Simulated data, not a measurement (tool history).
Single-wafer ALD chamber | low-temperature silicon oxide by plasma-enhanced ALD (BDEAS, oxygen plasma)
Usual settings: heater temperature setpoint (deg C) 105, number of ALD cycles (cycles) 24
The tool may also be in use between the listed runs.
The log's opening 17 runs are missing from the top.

run    hour  heater temperature setpoint (deg C)  number of ALD cycles (cycles)  wafers since the last listed run  hours since the last thermocouple change  hours since the gauge calibration  read-back reference wafer on the same gauge, thickness_nm  mean film thickness on the monitor wafer (Å)
 18  1252.9                                  100                             27                               546                                     258.4                               2624                                                      3.788                                         39.49
     1319.8  -- gauge calibrated
 19  1341.4                                  118                             19                              1306                                     346.9                               21.6                                                      3.793                                         26.74
 20  1431.5                                   99                             27                              1330                                       437                              111.7                                                       3.79                                         39.68
 21  1476.3                                   97                             26                               661                                     481.8                              156.5                                                      3.788                                         38.31
 22  1580.3                                   93                             28                              1535                                     585.8                              260.5                                                       3.79                                         42.01
 23  1624.4                                  105                             24                               650                                     629.9                              304.6                                                      3.792                                         34.73
 24  1681.1                                   94                             21                               836                                     686.6                              361.3                                                      3.793                                         31.46
 25  1748.2                                  112                             22                               990                                     753.7                              428.4                                                      3.796                                         31.29
 26    2047                                  105                             24                              4410                                    1052.5                              727.2                                                      3.794                                         34.73
 27  2139.4                                  105                             24                              1363                                    1144.9                              819.6                                                      3.788                                         34.81
 28  2210.9                                  116                             20                              1055                                    1216.4                              891.1                                                      3.787                                         28.29
 29  2290.8                                  114                             20                              1179                                    1296.3                                971                                                       3.79                                          28.5
 30  2353.3                                  105                             20                               922                                    1358.8                             1033.5                                                      3.787                                         28.99
 31    2428                                  105                             28                              1102                                    1433.5                             1108.2                                                      3.794                                          40.4

Below are 5 alternative next runs, each starting from the tool's condition after run 31. Predict each:
  A  2428.4                                  111                             24                                 5                                    1433.9                             1108.6                                                          ?                                             ?
  B  2428.4                                   95                             22                                 5                                    1433.9                             1108.6                                                          ?                                             ?
  C  2428.4                                  118                             24                                 5                                    1433.9                             1108.6                                                          ?                                             ?
  D  2428.4                                   94                             20                                 5                                    1433.9                             1108.6                                                          ?                                             ?
  E  2428.4                                  111                             26                                 5                                    1433.9                             1108.6                                                          ?                                             ?

run  read-back reference wafer on the same gauge, thickness_nm  mean film thickness on the monitor wafer (Å)
  A                                                      3.787                                         34.34
  B                                                      3.787                                         32.99
  C                                                      3.787                                         33.84
  D                                                      3.787                                         30.11
  E                                                      3.787                                         37.21
The same runs, with their run-to-run variation unchanged, on a tool lacking any hidden condition would have given:
run  mean film thickness on the monitor wafer (Å)
  A                                         34.25
  B                                         32.82
  C                                         33.75
  D                                         29.96
  E                                         37.11

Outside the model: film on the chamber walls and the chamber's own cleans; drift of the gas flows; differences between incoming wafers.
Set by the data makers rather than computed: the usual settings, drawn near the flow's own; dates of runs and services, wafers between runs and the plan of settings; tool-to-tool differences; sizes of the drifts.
